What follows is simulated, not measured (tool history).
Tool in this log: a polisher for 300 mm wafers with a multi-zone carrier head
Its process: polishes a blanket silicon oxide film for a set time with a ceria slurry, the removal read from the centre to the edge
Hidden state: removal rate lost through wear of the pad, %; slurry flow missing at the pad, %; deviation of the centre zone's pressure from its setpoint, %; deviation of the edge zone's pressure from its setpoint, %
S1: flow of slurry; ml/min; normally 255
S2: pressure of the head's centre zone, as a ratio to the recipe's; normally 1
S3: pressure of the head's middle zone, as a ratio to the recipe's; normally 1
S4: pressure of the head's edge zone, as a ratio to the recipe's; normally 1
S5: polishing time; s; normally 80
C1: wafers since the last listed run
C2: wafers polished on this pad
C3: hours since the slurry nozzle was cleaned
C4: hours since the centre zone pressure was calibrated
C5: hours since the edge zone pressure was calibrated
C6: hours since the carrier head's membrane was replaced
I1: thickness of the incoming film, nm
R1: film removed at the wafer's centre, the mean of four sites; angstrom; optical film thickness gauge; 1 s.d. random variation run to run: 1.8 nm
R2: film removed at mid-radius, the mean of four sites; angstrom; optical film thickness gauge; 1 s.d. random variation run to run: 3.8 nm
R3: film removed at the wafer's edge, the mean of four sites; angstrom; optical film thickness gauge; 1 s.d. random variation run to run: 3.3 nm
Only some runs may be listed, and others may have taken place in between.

Run 1, hour 0: usual settings; C1 0; C2 3106; C3 674.9; C4 396; C5 12.6; C6 638.8; I1 1691.6. Result: R1 2803 angstrom, R2 2810 angstrom, R3 2874 angstrom.
Run 2, hour 52.7: usual settings; C1 560; C2 3666; C3 727.6; C4 448.7; C5 65.3; C6 691.5; I1 1657.7. Result: R1 2848 angstrom, R2 2758 angstrom, R3 2797 angstrom.
At hour 85.1: slurry nozzle cleaned.
Run 3, hour 132.9: usual settings but S2 0.97; C1 842; C2 4508; C3 47.8; C4 528.9; C5 145.5; C6 771.7; I1 1708.4. Result: R1 2769 angstrom, R2 2785 angstrom, R3 2894 angstrom.
At hour 164.1: worn pad replaced by a new one.
Run 4, hour 177.8: usual settings but S2 0.97; C1 435; C2 145; C3 92.7; C4 573.8; C5 190.4; C6 816.6; I1 1677.2. Result: R1 2818 angstrom, R2 2804 angstrom, R3 2799 angstrom.
Run 5, hour 271.1: usual settings; C1 992; C2 1138; C3 186; C4 667.1; C5 283.7; C6 909.9; I1 1669.2. Result: R1 2822 angstrom, R2 2853 angstrom, R3 2811 angstrom.
Run 6, hour 361: usual settings; C1 956; C2 2094; C3 275.9; C4 757; C5 373.6; C6 999.8; I1 1711.8. Result: R1 2848 angstrom, R2 2772 angstrom, R3 2796 angstrom.
Run 7, hour 406.2: usual settings but S1 320 ml/min, S2 0.91, S4 0.96, S5 68 s; C1 480; C2 2575; C3 321.1; C4 802.2; C5 418.8; C6 1045; I1 1705.9. Result: R1 2320 angstrom, R2 2380 angstrom, R3 2374 angstrom.
Run 8, hour 502.8: usual settings but S1 185 ml/min, S2 1.09, S5 97 s; C1 1027; C2 3602; C3 417.7; C4 898.8; C5 515.4; C6 1141.6; I1 1667. Result: R1 3501 angstrom, R2 3246 angstrom, R3 3331 angstrom.
At hour 527.6: edge zone pressure recalibrated.
Run 9, hour 553.9: usual settings but S4 1.11; C1 522; C2 4124; C3 468.8; C4 949.9; C5 26.3; C6 1192.7; I1 1678.4. Result: R1 2847 angstrom, R2 2790 angstrom, R3 2928 angstrom.
Run 10, hour 590.4: usual settings but S1 185 ml/min, S2 1.09, S5 97 s; C1 388; C2 4512; C3 505.3; C4 986.4; C5 62.8; C6 1229.2; I1 1695.6. Result: R1 3442 angstrom, R2 3218 angstrom, R3 3311 angstrom.
Run 11, hour 630.1: usual settings but S1 185 ml/min, S2 1.09, S5 97 s; C1 422; C2 4935; C3 545; C4 1026.1; C5 102.5; C6 1268.9; I1 1658.8. Result: R1 3435 angstrom, R2 3212 angstrom, R3 3226 angstrom.

Run 12 has not been measured yet. What should we expect?
At hour 673: worn pad replaced by a new one.
Run 12, hour 724.8: usual settings but S1 210 ml/min; C1 964; C2 551; C3 639.7; C4 1120.8; C5 197.2; C6 1363.6; I1 1687.8. Result: R1 ?, R2 ?, R3 ?.

{"run 12": {"R1": 2739, "R2": 2643, "R3": 2768}}
Had the tool carried no hidden state, the very same run would have given R1 2739 angstrom, R2 2643 angstrom, R3 2768 angstrom.
